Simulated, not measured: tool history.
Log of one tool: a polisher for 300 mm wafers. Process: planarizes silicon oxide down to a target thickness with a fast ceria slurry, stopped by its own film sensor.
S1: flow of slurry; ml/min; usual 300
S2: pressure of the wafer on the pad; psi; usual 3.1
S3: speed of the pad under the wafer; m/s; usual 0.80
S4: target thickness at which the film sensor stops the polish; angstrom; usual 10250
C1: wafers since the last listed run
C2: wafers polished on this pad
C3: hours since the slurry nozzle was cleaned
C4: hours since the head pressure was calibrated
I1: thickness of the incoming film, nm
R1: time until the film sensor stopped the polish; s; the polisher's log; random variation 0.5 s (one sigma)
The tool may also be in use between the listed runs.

run	hour	S1	S2	S3	S4	C1	C2	C3	C4	I1	R1
1	0.0	300	3.1	0.68	10250	0	254	460.9	453.6	1872.7	61.5
# hour 68.2: worn pad replaced by a new one
2	68.7	300	2.4	0.80	10250	768	5	529.6	522.3	1875.4	66.9
3	86.5	300	3.1	0.80	9590	211	216	547.4	540.1	1917.2	61.0
4	107.7	300	3.1	0.70	10250	251	468	568.6	561.3	1906.8	63.2
5	121.0	300	3.1	0.80	10250	157	626	581.9	574.6	1902.3	56.2
# hour 136.3: head pressure recalibrated
# hour 151.0: worn pad replaced by a new one, of another model than before
6	156.1	300	3.1	0.80	10250	345	60	617.0	19.8	1880.1	51.3
7	181.6	300	3.1	0.80	10250	302	362	642.5	45.3	1916.6	55.7
8	211.7	300	2.3	0.80	10250	357	720	672.6	75.4	1900.9	69.7
# hour 225.1: worn pad replaced by a new one
9	246.8	300	3.9	0.80	10250	369	257	707.7	110.5	1882.0	44.5
10	281.2	300	3.1	0.80	10250	408	666	742.1	144.9	1877.4	53.9
# hour 282.3: slurry nozzle cleaned
11	310.3	375	3.1	0.72	11900	333	1000	28.0	174.0	1898.4	45.7
# hour 324.8: worn pad replaced by a new one
12	333.8	300	3.1	0.80	10250	231	107	51.5	197.5	1901.4	54.6
13	347.7	300	3.1	0.80	12920	165	272	65.4	211.4	1897.6	37.9
14	363.6	300	3.7	0.56	10250	188	461	81.3	227.3	1901.2	57.9
15	384.4	250	2.3	0.80	8610	247	708	102.1	248.1	1865.4	80.6
# hour 403.4: worn pad replaced by a new one
16	420.0	300	3.4	0.80	9110	375	196	137.7	283.7	1900.9	57.3

3 ways to go on from here, each from the tool as it stands after run 16. What would each give?
A	420.4	300	3.1	0.64	10250	4	201	138.1	284.1	1859.9	?
B	420.4	300	3.1	0.80	11680	4	201	138.1	284.1	1859.9	?
C	420.4	300	3.7	0.80	12250	4	201	138.1	284.1	1859.9	?

run	R1
A	57.4
B	43.0
C	34.4
Without the tool's hidden state the same runs would have given:
run	R1
A	55.7
B	41.7
C	33.4

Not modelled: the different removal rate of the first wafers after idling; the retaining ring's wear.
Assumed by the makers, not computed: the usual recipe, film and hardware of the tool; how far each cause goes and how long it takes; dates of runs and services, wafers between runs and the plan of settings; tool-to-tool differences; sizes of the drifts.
